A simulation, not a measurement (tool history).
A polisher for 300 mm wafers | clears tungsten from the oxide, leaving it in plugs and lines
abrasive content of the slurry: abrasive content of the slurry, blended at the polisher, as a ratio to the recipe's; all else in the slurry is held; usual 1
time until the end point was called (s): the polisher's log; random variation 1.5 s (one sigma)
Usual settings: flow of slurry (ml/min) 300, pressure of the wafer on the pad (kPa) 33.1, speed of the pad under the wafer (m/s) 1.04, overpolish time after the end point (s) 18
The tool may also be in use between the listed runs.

run   hour  flow of slurry (ml/min)  pressure of the wafer on the pad (kPa)  speed of the pad under the wafer (m/s)  abrasive content of the slurry  overpolish time after the end point (s)  wafers since the last listed run  wafers polished on this pad  hours since the slurry nozzle was cleaned  hours since the head pressure was calibrated  hours since the slurry blender was calibrated  hours since the slurry got fresh peroxide  incoming thickness of the incoming film, nm  time until the end point was called (s)
  1      0                      360                                    33.1                                    1.04                               1                                       18                                 0                          751                                          3                                           858                                          209.6                                         87                                        453.1                                     78.9
  2     12                      360                                    33.1                                    1.04                               1                                       18                                94                          845                                         15                                           870                                          221.6                                         99                                        446.4                                     78.3
      16.7  -- worn pad replaced by a new one
  3   24.6                      300                                    33.1                                    1.04                               1                                       18                                67                           62                                       27.6                                         882.6                                          234.2                                      111.6                                        454.4                                     81.6
  4   49.2                      300                                    33.1                                    1.04                               1                                       18                               192                          254                                       52.2                                         907.2                                          258.8                                      136.2                                        459.3                                     82.4
      57.3  -- slurry tank refilled with fresh slurry and peroxide
  5   71.3                      300                                    33.1                                    1.04                               1                                       18                               165                          420                                       74.3                                         929.3                                          280.9                                         14                                          454                                     84.9
  6   93.4                      300                                    41.4                                    1.04                               1                                       18                               173                          593                                       96.4                                         951.4                                            303                                       36.1                                        441.5                                     67.4
  7  128.9                      300                                    33.1                                    1.04                               1                                       18                               278                          872                                      131.9                                         986.9                                          338.5                                       71.6                                        445.6                                     86.2
     135.3  -- worn pad replaced by a new one
     142.2  -- slurry blender recalibrated
  8  142.7                      300                                    33.1                                    1.04                               1                                       18                                61                           42                                      145.7                                        1000.7                                            0.5                                       85.4                                        453.1                                     79.8
  9    160                      300                                    38.6                                    1.04                               1                                       18                               135                          178                                        163                                          1018                                           17.8                                      102.7                                        454.5                                     68.2
     180.5  -- head pressure recalibrated
       182  -- slurry tank refilled with fresh slurry and peroxide
 10  193.4                      300                                    33.1                                    1.04                               1                                       18                               238                          416                                      196.4                                          12.9                                           51.2                                       11.4                                        445.6                                     78.2
     197.7  -- slurry nozzle cleaned
 11  215.5                      300                                    33.1                                    1.04                               1                                       11                               165                          581                                       17.8                                            35                                           73.3                                       33.5                                          441                                     75.2
 12  233.3                      385                                    33.1                                    1.34                               1                                       22                               139                          721                                       35.6                                          52.8                                           91.1                                       51.3                                        445.2                                     62.6
 13  245.6                      300                                    33.1                                    1.04                               1                                       18                                96                          817                                       47.9                                          65.1                                          103.4                                       63.6                                        446.7                                     76.2
       253  -- worn pad replaced by a new one
 14  278.5                      300                                    33.1                                    0.84                               1                                       18                               226                          200                                       80.8                                            98                                          136.3                                       96.5                                        454.3                                     96.2
 15  292.3                      300                                    33.1                                    1.04                             1.3                                       18                               108                          308                                       94.6                                         111.8                                          150.1                                      110.3                                        451.3                                     73.4
 16  305.3                      245                                    33.1                                    1.04                               1                                       18                               101                          410                                      107.6                                         124.8                                          163.1                                      123.3                                        444.4                                     80.9
     307.2  -- slurry tank refilled with fresh slurry and peroxide
 17  328.5                      370                                    35.9                                    1.36                               1                                       11                               174                          584                                      130.8                                           148                                          186.3                                       21.3                                        453.9                                     58.9

What the log doesn't show, run by run:
removal rate lost through wear of the pad, %: 0 in every run
slurry flow missing at the pad, %: 0 in every run
deviation of the head's pressure from its setpoint, %: 0 in every run
peroxide lost from the slurry, %: 0 in every run
H1: abrasive missing from the slurry, %
run    H1
  1  17.4
  2  18.9
  3  20.6
  4  24.3
  5  27.8
  6  31.7
  7  38.5
  8  5.39
  9  5.48
 10  6.17
 11     7
 12  7.88
 13  8.59
 14    11
 15  12.1
 16  13.4
 17  15.8
